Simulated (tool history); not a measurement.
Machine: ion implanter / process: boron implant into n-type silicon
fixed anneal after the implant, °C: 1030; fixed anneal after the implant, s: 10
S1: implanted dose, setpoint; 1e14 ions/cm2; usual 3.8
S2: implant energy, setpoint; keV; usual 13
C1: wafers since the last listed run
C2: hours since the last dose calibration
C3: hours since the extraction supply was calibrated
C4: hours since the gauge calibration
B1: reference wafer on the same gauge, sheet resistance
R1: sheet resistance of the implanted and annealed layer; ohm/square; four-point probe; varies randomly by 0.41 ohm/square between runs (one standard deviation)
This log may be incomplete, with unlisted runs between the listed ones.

| run | hour | S1 | S2 | C1 | C2 | C3 | C4 | B1 | R1 |
|---|---|---|---|---|---|---|---|---|---|
| 1 | 0 | 3.8 | 13 | 0 | 2201.2 | 2658.8 | 112.6 | 228.32 | 274.08 |
| 2 | 13.6 | 3.8 | 13 | 141 | 2214.8 | 2672.4 | 126.2 | 228.19 | 273.93 |
| 3 | 31.4 | 3.8 | 13 | 185 | 2232.6 | 2690.2 | 144 | 228.18 | 273.05 |
| 4 | 39.2 | 3.8 | 16 | 81 | 2240.4 | 2698 | 151.8 | 227.96 | 266.9 |
| 5 | 49.4 | 3.8 | 16 | 106 | 2250.6 | 2708.2 | 162 | 228.08 | 267.09 |
|  | 83.6 | Faraday cup replaced and dose calibrated |
| 6 | 88.9 | 3.8 | 16 | 327 | 5.3 | 2747.7 | 201.5 | 227.59 | 266.85 |
|  | 95.2 | gauge calibrated |
| 7 | 106.4 | 3.8 | 13 | 182 | 22.8 | 2765.2 | 11.2 | 229.87 | 276 |
| 8 | 112.9 | 3.8 | 13 | 67 | 29.3 | 2771.7 | 17.7 | 230.03 | 274.89 |
| 9 | 121.1 | 3.8 | 13 | 85 | 37.5 | 2779.9 | 25.9 | 229.84 | 275.54 |
| 10 | 129.3 | 2.73 | 15.5 | 85 | 45.7 | 2788.1 | 34.1 | 229.77 | 352.99 |
| 11 | 135.9 | 4.12 | 13 | 68 | 52.3 | 2794.7 | 40.7 | 229.76 | 257.53 |
|  | 146.3 | extraction supply calibrated |
| 12 | 146.8 | 4.41 | 10 | 30 | 63.2 | 0.5 | 51.6 | 229.54 | 249.03 |
| 13 | 151.9 | 3.25 | 14.5 | 53 | 68.3 | 5.6 | 56.7 | 229.42 | 308.73 |
| 14 | 161.7 | 4.36 | 12 | 101 | 78.1 | 15.4 | 66.5 | 229.61 | 247.36 |
| 15 | 169.9 | 3.8 | 14 | 85 | 86.3 | 23.6 | 74.7 | 229.27 | 273.07 |
| 16 | 186.1 | 3.49 | 11 | 168 | 102.5 | 39.8 | 90.9 | 229.16 | 300.82 |
| 17 | 200 | 3.8 | 13 | 144 | 116.4 | 53.7 | 104.8 | 229.1 | 274.72 |
| 18 | 217.8 | 3.8 | 13 | 185 | 134.2 | 71.5 | 122.6 | 228.82 | 273.78 |

3 ways to go on from here, each from the tool as it stands after run 18. What would each give?
| A | 218.2 | 3.8 | 13 | 4 | 134.6 | 71.9 | 123 | ? | ? |
| B | 218.2 | 3.3 | 16 | 4 | 134.6 | 71.9 | 123 | ? | ? |
| C | 218.2 | 2.67 | 16 | 4 | 134.6 | 71.9 | 123 | ? | ? |

| run | B1 | R1 |
|---|---|---|
| A | 228.9 | 274.06 |
| B | 228.9 | 300.46 |
| C | 228.9 | 357.03 |
Had the tool no hidden state, the same runs would have come out as:
| run | R1 |
|---|---|
| A | 275.33 |
| B | 301.85 |
| C | 358.68 |
